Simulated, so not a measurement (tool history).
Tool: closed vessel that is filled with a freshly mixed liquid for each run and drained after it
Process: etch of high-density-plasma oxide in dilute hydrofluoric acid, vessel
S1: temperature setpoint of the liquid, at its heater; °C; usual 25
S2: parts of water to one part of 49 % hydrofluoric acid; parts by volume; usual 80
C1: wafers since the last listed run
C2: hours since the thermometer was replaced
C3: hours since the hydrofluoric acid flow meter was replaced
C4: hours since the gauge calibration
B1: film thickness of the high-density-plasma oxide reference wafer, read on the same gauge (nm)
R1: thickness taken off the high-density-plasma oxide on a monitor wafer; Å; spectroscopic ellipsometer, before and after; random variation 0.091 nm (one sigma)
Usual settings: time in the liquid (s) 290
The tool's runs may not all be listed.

Run 1, hour 0: usual settings; C1 0; C2 2050.4; C3 2643.3; C4 233.4; B1 59.99. Result: R1 253.3 Å.
Run 2, hour 15.9: usual settings; C1 1935; C2 2066.3; C3 2659.2; C4 249.3; B1 60. Result: R1 256 Å.
Run 3, hour 26.1: usual settings; C1 1241; C2 2076.5; C3 2669.4; C4 259.5; B1 60.03. Result: R1 255 Å.
Run 4, hour 37.4: usual settings; C1 1375; C2 2087.8; C3 2680.7; C4 270.8; B1 60.03. Result: R1 254.5 Å.
Run 5, hour 52.6: usual settings but time in the liquid (s) 175; C1 1850; C2 2103; C3 2695.9; C4 286; B1 59.94. Result: R1 154.8 Å.
At hour 53.7: thermometer replaced.
Run 6, hour 61.7: usual settings but time in the liquid (s) 175; C1 986; C2 8; C3 2705; C4 295.1; B1 59.98. Result: R1 153.8 Å.
Run 7, hour 73.7: usual settings but S1 27 °C; C1 1460; C2 20; C3 2717; C4 307.1; B1 59.98. Result: R1 276.7 Å.
Run 8, hour 83.7: usual settings but S1 27 °C; C1 1217; C2 30; C3 2727; C4 317.1; B1 60.01. Result: R1 276.9 Å.
Run 9, hour 95.7: usual settings; C1 1460; C2 42; C3 2739; C4 329.1; B1 59.96. Result: R1 256.5 Å.
Run 10, hour 101.8: usual settings but S2 105 parts by volume; C1 742; C2 48.1; C3 2745.1; C4 335.2; B1 60.01. Result: R1 189.4 Å.
Run 11, hour 108.1: usual settings but S2 105 parts by volume; C1 766; C2 54.4; C3 2751.4; C4 341.5; B1 60.01. Result: R1 189.7 Å.
Run 12, hour 114.3: usual settings but S2 105 parts by volume; C1 754; C2 60.6; C3 2757.6; C4 347.7; B1 60.01. Result: R1 189.8 Å.
At hour 118.8: gauge calibrated.
Run 13, hour 127.4: usual settings but S1 28.5 °C, time in the liquid (s) 185; C1 1594; C2 73.7; C3 2770.7; C4 8.6; B1 60.04. Result: R1 187.2 Å.
Run 14, hour 134.2: usual settings but S1 28.5 °C, S2 115 parts by volume, time in the liquid (s) 215; C1 827; C2 80.5; C3 2777.5; C4 15.4; B1 59.99. Result: R1 145 Å.
Run 15, hour 147.1: usual settings but time in the liquid (s) 230; C1 1570; C2 93.4; C3 2790.4; C4 28.3; B1 60.01. Result: R1 203.6 Å.
At hour 153.7: hydrofluoric acid flow meter replaced.
Run 16, hour 154.3: usual settings but S1 23.5 °C, S2 55 parts by volume, time in the liquid (s) 200; C1 754; C2 100.6; C3 0.6; C4 35.5; B1 60.01. Result: R1 223.3 Å.
Run 17, hour 163.9: usual settings but S1 22 °C, S2 65 parts by volume, time in the liquid (s) 145; C1 1168; C2 110.2; C3 10.2; C4 45.1; B1 59.98. Result: R1 126.3 Å.
Run 18, hour 178.8: usual settings but S1 28.5 °C; C1 1813; C2 125.1; C3 25.1; C4 60; B1 59.99. Result: R1 261.4 Å.
Run 19, hour 185.1: usual settings; C1 766; C2 131.4; C3 31.4; C4 66.3; B1 60. Result: R1 228.4 Å.
Run 20, hour 192.4: usual settings but S1 23 °C, S2 40 parts by volume; C1 888; C2 138.7; C3 38.7; C4 73.6; B1 59.97. Result: R1 444.4 Å.
Run 21, hour 198.8: usual settings; C1 779; C2 145.1; C3 45.1; C4 80; B1 59.99. Result: R1 229.7 Å.
Run 22, hour 205.9: usual settings but S1 23.5 °C, S2 65 parts by volume; C1 864; C2 152.2; C3 52.2; C4 87.1; B1 60.05. Result: R1 270.9 Å.
Run 23, hour 218.7: usual settings; C1 1558; C2 165; C3 65; C4 99.9; B1 60.05. Result: R1 229.9 Å.
Run 24, hour 231.2: usual settings but S1 28 °C, S2 60 parts by volume, time in the liquid (s) 415; C1 1521; C2 177.5; C3 77.5; C4 112.4; B1 60.01. Result: R1 505.3 Å.
Run 25, hour 247.4: usual settings but S2 55 parts by volume; C1 1972; C2 193.7; C3 93.7; C4 128.6; B1 59.94. Result: R1 346.2 Å.
Run 26, hour 291: usual settings but time in the liquid (s) 435; C1 5307; C2 237.3; C3 137.3; C4 172.2; B1 59.98. Result: R1 347.2 Å.
Run 27, hour 303: usual settings but S1 23 °C, S2 55 parts by volume; C1 1460; C2 249.3; C3 149.3; C4 184.2; B1 59.99. Result: R1 320.8 Å.
Run 28, hour 320.9: usual settings but S1 27.5 °C, time in the liquid (s) 145; C1 2179; C2 267.2; C3 167.2; C4 202.1; B1 60.01. Result: R1 128.3 Å.
Run 29, hour 331.3: usual settings but S1 23 °C, S2 40 parts by volume, time in the liquid (s) 120; C1 1266; C2 277.6; C3 177.6; C4 212.5; B1 60.03. Result: R1 185.6 Å.
Run 30, hour 338.7: usual settings but S1 27 °C, S2 105 parts by volume, time in the liquid (s) 180; C1 900; C2 285; C3 185; C4 219.9; B1 60.01. Result: R1 114.6 Å.
Run 31, hour 348: usual settings but S1 26.5 °C; C1 1132; C2 294.3; C3 194.3; C4 229.2; B1 59.99. Result: R1 244.3 Å.
Run 32, hour 359.4: usual settings but S1 27 °C, S2 105 parts by volume, time in the liquid (s) 180; C1 1387; C2 305.7; C3 205.7; C4 240.6; B1 60. Result: R1 114.6 Å.
Run 33, hour 371.3: usual settings; C1 1448; C2 317.6; C3 217.6; C4 252.5; B1 59.98. Result: R1 231.9 Å.

Forecast each of these 3 alternatives for the next run:
Run A, hour 372: usual settings; C1 85; C2 318.3; C3 218.3; C4 253.2; B1 ?. Result: R1 ?.
Run B, hour 372: usual settings but S1 27 °C, S2 55 parts by volume; C1 85; C2 318.3; C3 218.3; C4 253.2; B1 ?. Result: R1 ?.
Run C, hour 372: usual settings but S1 27 °C, time in the liquid (s) 115; C1 85; C2 318.3; C3 218.3; C4 253.2; B1 ?. Result: R1 ?.

run     B1     R1
  A  60.01  230.6
  B  60.01  375.5
  C  60.01     99
Without the tool's hidden state the same runs would have given:
run     R1
  A  220.9
  B  360.1
  C   94.8
